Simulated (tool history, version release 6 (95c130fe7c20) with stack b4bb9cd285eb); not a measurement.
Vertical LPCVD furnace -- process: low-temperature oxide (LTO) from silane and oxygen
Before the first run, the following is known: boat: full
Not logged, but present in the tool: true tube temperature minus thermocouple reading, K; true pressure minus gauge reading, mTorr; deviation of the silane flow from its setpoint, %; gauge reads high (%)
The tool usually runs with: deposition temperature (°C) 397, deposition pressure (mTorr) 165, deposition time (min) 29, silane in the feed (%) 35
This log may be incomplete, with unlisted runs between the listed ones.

run,day,deposition temperature (°C),deposition pressure (mTorr),deposition time (min),silane in the feed (%),wafers since the last listed run,hours since the last temperature calibration,hours since the pressure gauge was zeroed,hours since the silane flow controller was replaced,hours since the gauge calibration,"read-back reference wafer on the same gauge, thickness",film thickness on the monitor wafer in the middle of the boat (Å)
1,0,397,165,29,35,0,2967.2,3683.1,3081.1,2542.9,158.98,1429.9
2,2.158,397,165,29,35,595,3019,3734.9,3132.9,2594.7,159.03,1435.1
3,4.179,397,165,29,35,557,3067.5,3783.4,3181.4,2643.2,159.29,1445.7
4,8.333,397,165,29,35,1146,3167.2,3883.1,3281.1,2742.9,159.29,1440
5,10.296,397,165,29,35,541,3214.3,3930.2,3328.2,2790,159.07,1436.4
6,14.354,397,180,29,35,1119,3311.7,4027.6,3425.6,2887.4,159.12,1562.6
7,18.508,397,180,29,35,1146,3411.4,4127.3,3525.3,2987.1,158.97,1562.6
# day 18.838: gauge calibrated
8,20.404,397,165,29,35,523,3456.9,4172.8,3570.8,37.6,158.99,1430.4
9,22.221,397,165,29,35,501,3500.5,4216.4,3614.4,81.2,159.28,1427.3
10,23.829,397,165,29,35,443,3539.1,4255,3653,119.8,158.86,1435.6
11,25.971,397,165,29,35,590,3590.5,4306.4,3704.4,171.2,159.03,1417.6
# day 30.554: pressure gauge zeroed
12,30.575,397,165,29,35,994,3701,0.5,3814.9,281.7,158.9,1494.1
13,33.533,406,200,19,39,816,3772,71.5,3885.9,352.7,158.9,1514.6
14,36.25,394,185,29,35,749,3837.2,136.7,3951.1,417.9,159.01,1622.5
15,39.608,397,165,29,35,926,3917.8,217.3,4031.7,498.5,159.11,1508.8
16,42.612,397,135,33,35,828,3989.9,289.4,4103.8,570.6,159.01,1387
# day 44.204: thermocouples replaced and temperature profile calibrated
17,46.862,404,165,29,35,896,63.8,391.4,4205.8,672.6,158.99,1623.4
18,51.075,394,165,22,35,1162,164.9,492.5,4306.9,773.7,159.1,1090.8
19,55.325,397,155,35.5,30,1172,266.9,594.5,4408.9,875.7,159.05,1383.9
20,57.417,397,175,29,31,577,317.1,644.7,4459.1,925.9,159.03,1331.8
21,67.562,390,165,29,38,2799,560.6,888.2,4702.6,1169.4,158.98,1533.6
22,72.004,389,135,29,37,1225,667.2,994.8,4809.2,1276,158.96,1208.3
# day 75.525: silane flow controller replaced
23,75.546,407,130,17.5,30,701,752.2,1079.8,0.5,1361,158.79,645.3
24,78.796,397,165,29,35,896,830.2,1157.8,78.5,1439,158.86,1493.9
25,83.221,397,180,29,35,1220,936.4,1264,184.7,1545.2,158.91,1626.8
26,85.117,397,130,32,32,523,981.9,1309.5,230.2,1590.7,159.24,1139.8
27,98.429,397,165,29,41,3672,1301.4,1629,549.7,1910.2,159.14,1816.2
28,102.821,397,165,29,35,1211,1406.8,1734.4,655.1,2015.6,159.05,1484.2
29,105.362,393,165,20.5,30,701,1467.8,1795.4,716.1,2076.6,159,804.3
30,107.108,397,200,23,35,481,1509.7,1837.3,758,2118.5,158.92,1426.7
31,108.788,397,165,29,35,463,1550,1877.6,798.3,2158.8,159.03,1500.3

Pick out some run-to-run changes in film thickness on the monitor wafer in the middle of the boat (Å). Of each, how much would a tool without hidden state show as well, from the settings, what came in and chance, and how much is left for the hidden state and any gauge scatter not in both results compared?
Run 6 -> 7: no setting changed, nothing entered. film thickness on the monitor wafer in the middle of the boat (Å) +0: hidden state -2.7, all else +2.7.
Run 11 -> 12: pressure gauge zeroed. film thickness on the monitor wafer in the middle of the boat (Å) +76.5: hidden state +67.4, all else +9.1.
Run 23 -> 24: deposition temperature (°C) 407 -> 397, deposition pressure (mTorr) 130 -> 165, deposition time (min) 17.5 -> 29, silane in the feed (%) 30 -> 35. film thickness on the monitor wafer in the middle of the boat (Å) +848.6: hidden state +0.8, all else +847.8.
Run 26 -> 27: deposition pressure (mTorr) 130 -> 165, deposition time (min) 32 -> 29, silane in the feed (%) 32 -> 41. film thickness on the monitor wafer in the middle of the boat (Å) +676.4: hidden state -3.3, all else +679.7.
Run 28 -> 29: deposition temperature (°C) 397 -> 393, deposition time (min) 29 -> 20.5, silane in the feed (%) 35 -> 30. film thickness on the monitor wafer in the middle of the boat (Å) -679.9: hidden state +0.8, all else -680.7.
